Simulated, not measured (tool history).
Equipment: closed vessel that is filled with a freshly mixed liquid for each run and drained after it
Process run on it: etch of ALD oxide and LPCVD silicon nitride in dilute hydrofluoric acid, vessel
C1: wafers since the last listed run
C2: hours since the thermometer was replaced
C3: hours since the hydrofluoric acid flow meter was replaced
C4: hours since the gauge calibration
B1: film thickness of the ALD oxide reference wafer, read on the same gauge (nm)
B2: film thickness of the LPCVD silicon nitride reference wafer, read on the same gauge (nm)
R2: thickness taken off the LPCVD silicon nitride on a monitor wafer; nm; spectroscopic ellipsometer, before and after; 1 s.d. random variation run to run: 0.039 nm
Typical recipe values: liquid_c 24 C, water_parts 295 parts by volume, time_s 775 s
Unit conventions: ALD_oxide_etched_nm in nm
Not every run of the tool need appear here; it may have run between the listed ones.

{"run": 1, "day": 0.0, "liquid_c": 24, "water_parts": 295, "time_s": 775, "C1": 0, "C2": 1367.3, "C3": 714.7, "C4": 346.5, "B1": 90.01, "B2": 79.999, "ALD_oxide_etched_nm": 41.5, "R2": 1.529}
{"run": 2, "day": 1.421, "liquid_c": 24, "water_parts": 295, "time_s": 775, "C1": 2859, "C2": 1401.4, "C3": 748.8, "C4": 380.6, "B1": 89.99, "B2": 80.002, "ALD_oxide_etched_nm": 41.1, "R2": 1.47}
{"run": 3, "day": 3.017, "liquid_c": 24, "water_parts": 295, "time_s": 775, "C1": 3211, "C2": 1439.7, "C3": 787.1, "C4": 418.9, "B1": 90, "B2": 79.986, "ALD_oxide_etched_nm": 41.56, "R2": 1.439}
{"run": 4, "day": 4.233, "liquid_c": 24, "water_parts": 295, "time_s": 930, "C1": 2448, "C2": 1468.9, "C3": 816.3, "C4": 448.1, "B1": 89.97, "B2": 79.989, "ALD_oxide_etched_nm": 49.76, "R2": 1.758}
{"run": 5, "day": 5.25, "liquid_c": 24, "water_parts": 295, "time_s": 775, "C1": 2046, "C2": 1493.3, "C3": 840.7, "C4": 472.5, "B1": 90.01, "B2": 79.999, "ALD_oxide_etched_nm": 41.28, "R2": 1.405}
{"run": 6, "day": 7.742, "liquid_c": 24, "water_parts": 295, "time_s": 775, "C1": 5014, "C2": 1553.1, "C3": 900.5, "C4": 532.3, "B1": 90.02, "B2": 80.015, "ALD_oxide_etched_nm": 40.96, "R2": 1.538}
{"run": 7, "day": 9.033, "liquid_c": 24, "water_parts": 295, "time_s": 775, "C1": 2599, "C2": 1584.1, "C3": 931.5, "C4": 563.3, "B1": 89.99, "B2": 79.991, "ALD_oxide_etched_nm": 40.89, "R2": 1.52}
{"run": 8, "day": 12.812, "liquid_c": 24, "water_parts": 295, "time_s": 775, "C1": 7606, "C2": 1674.8, "C3": 1022.2, "C4": 654, "B1": 90, "B2": 80.003, "ALD_oxide_etched_nm": 41.37, "R2": 1.52}
{"run": 9, "day": 15.012, "liquid_c": 24, "water_parts": 295, "time_s": 775, "C1": 4427, "C2": 1727.6, "C3": 1075, "C4": 706.8, "B1": 90.02, "B2": 80.007, "ALD_oxide_etched_nm": 40.19, "R2": 1.522}
{"run": 10, "day": 17.821, "liquid_c": 24, "water_parts": 295, "time_s": 775, "C1": 5652, "C2": 1795, "C3": 1142.4, "C4": 774.2, "B1": 89.98, "B2": 80.013, "ALD_oxide_etched_nm": 40.78, "R2": 1.545}
{"run": 11, "day": 18.954, "liquid_c": 24, "water_parts": 295, "time_s": 775, "C1": 2281, "C2": 1822.2, "C3": 1169.6, "C4": 801.4, "B1": 90.01, "B2": 79.989, "ALD_oxide_etched_nm": 40.36, "R2": 1.533}
{"day": 19.092, "done": "hydrofluoric acid flow meter replaced"}
{"day": 19.567, "done": "gauge calibrated"}
{"run": 12, "day": 21.508, "liquid_c": 26, "water_parts": 415, "time_s": 1175, "C1": 5056, "C2": 1883.5, "C3": 58, "C4": 46.6, "B1": 90.03, "B2": 79.992, "ALD_oxide_etched_nm": 44.29, "R2": 1.9}
{"run": 13, "day": 23.512, "liquid_c": 29, "water_parts": 295, "time_s": 470, "C1": 4033, "C2": 1931.6, "C3": 106.1, "C4": 94.7, "B1": 90, "B2": 79.996, "ALD_oxide_etched_nm": 31.09, "R2": 1.248}
{"day": 25.95, "done": "thermometer replaced"}
{"run": 14, "day": 26.296, "liquid_c": 28, "water_parts": 170, "time_s": 1110, "C1": 5518, "C2": 8.3, "C3": 172.9, "C4": 161.5, "B1": 90.01, "B2": 80.001, "ALD_oxide_etched_nm": 133.86, "R2": 4.417}
{"run": 15, "day": 28.992, "liquid_c": 24, "water_parts": 295, "time_s": 775, "C1": 5425, "C2": 73, "C3": 237.6, "C4": 226.2, "B1": 90.02, "B2": 79.983, "ALD_oxide_etched_nm": 40.35, "R2": 1.356}
{"run": 16, "day": 30.271, "liquid_c": 26.5, "water_parts": 210, "time_s": 625, "C1": 2574, "C2": 103.7, "C3": 268.3, "C4": 256.9, "B1": 90.02, "B2": 80.02, "ALD_oxide_etched_nm": 54.62, "R2": 1.768}
{"run": 17, "day": 31.321, "liquid_c": 20.5, "water_parts": 430, "time_s": 580, "C1": 2113, "C2": 128.9, "C3": 293.5, "C4": 282.1, "B1": 90.04, "B2": 80.009, "ALD_oxide_etched_nm": 16.1, "R2": 0.542}
{"run": 18, "day": 32.396, "liquid_c": 24, "water_parts": 295, "time_s": 775, "C1": 2163, "C2": 154.7, "C3": 319.3, "C4": 307.9, "B1": 90.01, "B2": 80.006, "ALD_oxide_etched_nm": 40.02, "R2": 1.438}
{"run": 19, "day": 34.808, "liquid_c": 27.5, "water_parts": 295, "time_s": 1125, "C1": 4855, "C2": 212.6, "C3": 377.2, "C4": 365.8, "B1": 89.99, "B2": 80.024, "ALD_oxide_etched_nm": 66.35, "R2": 2.464}
{"run": 20, "day": 36.896, "liquid_c": 24, "water_parts": 295, "time_s": 1030, "C1": 4201, "C2": 262.7, "C3": 427.3, "C4": 415.9, "B1": 90.02, "B2": 80, "ALD_oxide_etched_nm": 53.06, "R2": 1.898}
{"run": 21, "day": 38.062, "liquid_c": 24, "water_parts": 230, "time_s": 1110, "C1": 2348, "C2": 290.7, "C3": 455.3, "C4": 443.9, "B1": 89.99, "B2": 80.016, "ALD_oxide_etched_nm": 78.77, "R2": 2.597}

What if the next run were any one of these 5? Each begins from the tool's condition after run 21:
{"run": "A", "day": 38.1, "liquid_c": 24, "water_parts": 440, "time_s": 775, "C1": 75, "C2": 291.6, "C3": 456.2, "C4": 444.8, "B1": "?", "B2": "?", "ALD_oxide_etched_nm": "?", "R2": "?"}
{"run": "B", "day": 38.1, "liquid_c": 28.5, "water_parts": 295, "time_s": 775, "C1": 75, "C2": 291.6, "C3": 456.2, "C4": 444.8, "B1": "?", "B2": "?", "ALD_oxide_etched_nm": "?", "R2": "?"}
{"run": "C", "day": 38.1, "liquid_c": 20.5, "water_parts": 175, "time_s": 530, "C1": 75, "C2": 291.6, "C3": 456.2, "C4": 444.8, "B1": "?", "B2": "?", "ALD_oxide_etched_nm": "?", "R2": "?"}
{"run": "D", "day": 38.1, "liquid_c": 25.5, "water_parts": 165, "time_s": 1230, "C1": 75, "C2": 291.6, "C3": 456.2, "C4": 444.8, "B1": "?", "B2": "?", "ALD_oxide_etched_nm": "?", "R2": "?"}
{"run": "E", "day": 38.1, "liquid_c": 20, "water_parts": 295, "time_s": 775, "C1": 75, "C2": 291.6, "C3": 456.2, "C4": 444.8, "B1": "?", "B2": "?", "ALD_oxide_etched_nm": "?", "R2": "?"}

run=A B1=90.02 B2=80.004 ALD_oxide_etched_nm=23.42 R2=0.886
run=B B1=90.02 B2=80.004 ALD_oxide_etched_nm=46.58 R2=1.722
run=C B1=90.02 B2=80.004 ALD_oxide_etched_nm=45.99 R2=1.209
run=D B1=90.02 B2=80.004 ALD_oxide_etched_nm=138.29 R2=4.097
run=E B1=90.02 B2=80.004 ALD_oxide_etched_nm=34.79 R2=1.029
What these runs would have given with no unlogged condition in the tool:
run=A ALD_oxide_etched_nm=23.86 R2=0.881
run=B ALD_oxide_etched_nm=47.37 R2=1.713
run=C ALD_oxide_etched_nm=46.45 R2=1.197
run=D ALD_oxide_etched_nm=139.83 R2=4.064
run=E ALD_oxide_etched_nm=35.26 R2=1.02

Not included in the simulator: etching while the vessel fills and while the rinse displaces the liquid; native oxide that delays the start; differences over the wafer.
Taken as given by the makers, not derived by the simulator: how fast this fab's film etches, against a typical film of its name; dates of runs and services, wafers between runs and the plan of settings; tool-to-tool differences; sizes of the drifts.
